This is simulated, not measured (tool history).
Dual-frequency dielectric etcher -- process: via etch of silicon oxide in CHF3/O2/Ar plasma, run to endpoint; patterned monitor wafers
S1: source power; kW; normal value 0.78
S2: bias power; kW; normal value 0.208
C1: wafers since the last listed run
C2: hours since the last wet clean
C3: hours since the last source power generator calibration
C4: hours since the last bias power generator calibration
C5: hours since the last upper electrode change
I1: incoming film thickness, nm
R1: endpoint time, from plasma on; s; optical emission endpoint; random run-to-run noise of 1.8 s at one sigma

run,hour,S1,S2,C1,C2,C3,C4,C5,I1,R1
1,0,0.78,0.17,0,77.7,3805.2,4424.6,3097.1,627.6,278.1
2,22,0.78,0.208,116,99.7,3827.2,4446.6,3119.1,635.9,259.3
3,36.1,0.78,0.208,74,113.8,3841.3,4460.7,3133.2,634.6,258.1
4,61.5,0.74,0.208,134,139.2,3866.7,4486.1,3158.6,628,260.7
5,88.4,0.78,0.208,142,166.1,3893.6,4513,3185.5,631.9,259.6
6,120.9,0.78,0.208,171,198.6,3926.1,4545.5,3218,635.7,262.9
7,154.1,0.78,0.208,175,231.8,3959.3,4578.7,3251.2,635.6,261.1
8,186.2,0.78,0.208,169,263.9,3991.4,4610.8,3283.3,630.5,262.8
9,207.5,0.78,0.208,112,285.2,4012.7,4632.1,3304.6,633.9,262.9
# hour 239.6: wet clean of the chamber
10,240.1,0.78,0.208,45,0.5,4045.3,4664.7,3337.2,630,249.4
11,254.5,0.85,0.249,76,14.9,4059.7,4679.1,3351.6,635.2,229.8
# hour 269.3: source power generator calibrated
# hour 284.6: upper electrode replaced
12,285.1,0.89,0.19,60,45.5,15.8,4709.7,0.5,637.9,251.4
13,304.6,0.96,0.208,103,65,35.3,4729.2,20,634.9,235.1
14,338.5,0.66,0.208,179,98.9,69.2,4763.1,53.9,636,276.7
15,370.8,0.78,0.208,170,131.2,101.5,4795.4,86.2,633.1,256.7
# hour 380.5: bias power generator calibrated
16,403,0.71,0.247,149,163.4,133.7,22.5,118.4,634.4,250.1
17,427.2,0.78,0.208,127,187.6,157.9,46.7,142.6,633.1,257.4
18,459.5,0.86,0.167,170,219.9,190.2,79,174.9,635.1,274.6
19,480.4,0.78,0.208,110,240.8,211.1,99.9,195.8,632.8,260.2

Hidden state, per run?
source power that arrives over what is set, %: 0, the same for each run
bias power that arrives over what is set, %: 0, the same for each run
H1: etch rate over this chamber's usual, %
run,H1
1,-0.602
2,-0.882
3,-1.06
4,-1.38
5,-1.72
6,-2.14
7,-2.56
8,-2.97
9,-3.24
10,0.399
11,0.216
12,-0.172
13,-0.419
14,-0.85
15,-1.26
16,-1.67
17,-1.98
18,-2.39
19,-2.65
